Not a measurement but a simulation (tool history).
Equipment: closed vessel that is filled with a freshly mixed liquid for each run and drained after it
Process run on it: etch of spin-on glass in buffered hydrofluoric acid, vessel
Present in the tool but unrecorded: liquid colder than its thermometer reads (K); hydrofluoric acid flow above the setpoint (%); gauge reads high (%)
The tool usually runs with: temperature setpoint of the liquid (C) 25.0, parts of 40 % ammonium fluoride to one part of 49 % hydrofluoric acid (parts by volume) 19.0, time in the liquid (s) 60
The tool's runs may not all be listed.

| run | hour | temperature setpoint of the liquid (C) | parts of 40 % ammonium fluoride to one part of 49 % hydrofluoric acid (parts by volume) | time in the liquid (s) | wafers since the last listed run | hours since the thermometer was replaced | hours since the hydrofluoric acid flow meter was replaced | hours since the gauge calibration | read-back film thickness of the spin-on glass reference wafer, read on the same gauge (nm) | thickness taken off the spin-on glass on a monitor wafer (angstrom) |
|---|---|---|---|---|---|---|---|---|---|---|
| 1 | 0.0 | 22.0 | 19.0 | 80 | 0 | 657.0 | 2442.2 | 238.5 | 100.00 | 941.5 |
| 2 | 27.2 | 22.0 | 19.0 | 80 | 1753 | 684.2 | 2469.4 | 265.7 | 100.00 | 927.3 |
| 3 | 56.9 | 21.5 | 19.0 | 80 | 1914 | 713.9 | 2499.1 | 295.4 | 100.00 | 914.2 |
| 4 | 73.7 | 21.5 | 19.0 | 80 | 1083 | 730.7 | 2515.9 | 312.2 | 100.00 | 897.0 |
| 5 | 90.1 | 21.5 | 19.0 | 80 | 1057 | 747.1 | 2532.3 | 328.6 | 99.99 | 884.5 |
| 6 | 125.2 | 25.0 | 19.0 | 60 | 2262 | 782.2 | 2567.4 | 363.7 | 100.00 | 819.8 |
|  | 130.7 | hydrofluoric acid flow meter replaced |
| 7 | 155.6 | 25.0 | 19.0 | 60 | 1895 | 812.6 | 24.9 | 394.1 | 99.99 | 807.5 |
|  | 172.9 | thermometer replaced |
| 8 | 174.2 | 25.0 | 19.0 | 60 | 1134 | 1.3 | 43.5 | 412.7 | 100.00 | 941.0 |
| 9 | 209.9 | 23.0 | 23.5 | 60 | 2301 | 37.0 | 79.2 | 448.4 | 100.02 | 699.5 |
|  | 233.7 | gauge calibrated |
| 10 | 241.2 | 21.5 | 19.0 | 80 | 2017 | 68.3 | 110.5 | 7.5 | 100.01 | 1008.4 |
| 11 | 254.6 | 27.0 | 25.0 | 45 | 863 | 81.7 | 123.9 | 20.9 | 99.98 | 627.3 |
| 12 | 282.5 | 29.5 | 19.0 | 75 | 1798 | 109.6 | 151.8 | 48.8 | 100.02 | 1460.4 |
| 13 | 312.8 | 25.0 | 19.0 | 40 | 1953 | 139.9 | 182.1 | 79.1 | 100.01 | 599.0 |
| 14 | 345.6 | 23.0 | 19.0 | 35 | 2114 | 172.7 | 214.9 | 111.9 | 100.01 | 472.4 |
| 15 | 376.7 | 29.5 | 19.0 | 75 | 2004 | 203.8 | 246.0 | 143.0 | 100.00 | 1425.9 |

Take each entry between the runs: how does the hidden state at the last listed run before it differ from the hidden state at the first listed run after it?
Run 6 -> run 7: hydrofluoric acid flow meter replaced (hour 130.7)
  liquid colder than its thermometer reads (K): 2.63 -> 2.72
  the result without the hidden state subtracted from the measured one, thickness taken off the spin-on glass on a monitor wafer (angstrom): -127.1 -> -129.9
Run 7 -> run 8: thermometer replaced (hour 172.9)
  liquid colder than its thermometer reads (K): 2.72 -> 0.173
  the result without the hidden state subtracted from the measured one, thickness taken off the spin-on glass on a monitor wafer (angstrom): -129.9 -> -8.8
Run 9 -> run 10: gauge calibrated (hour 233.7)
  liquid colder than its thermometer reads (K): 0.278 -> 0.369
  the result without the hidden state subtracted from the measured one, thickness taken off the spin-on glass on a monitor wafer (angstrom): -10.9 -> -21.0
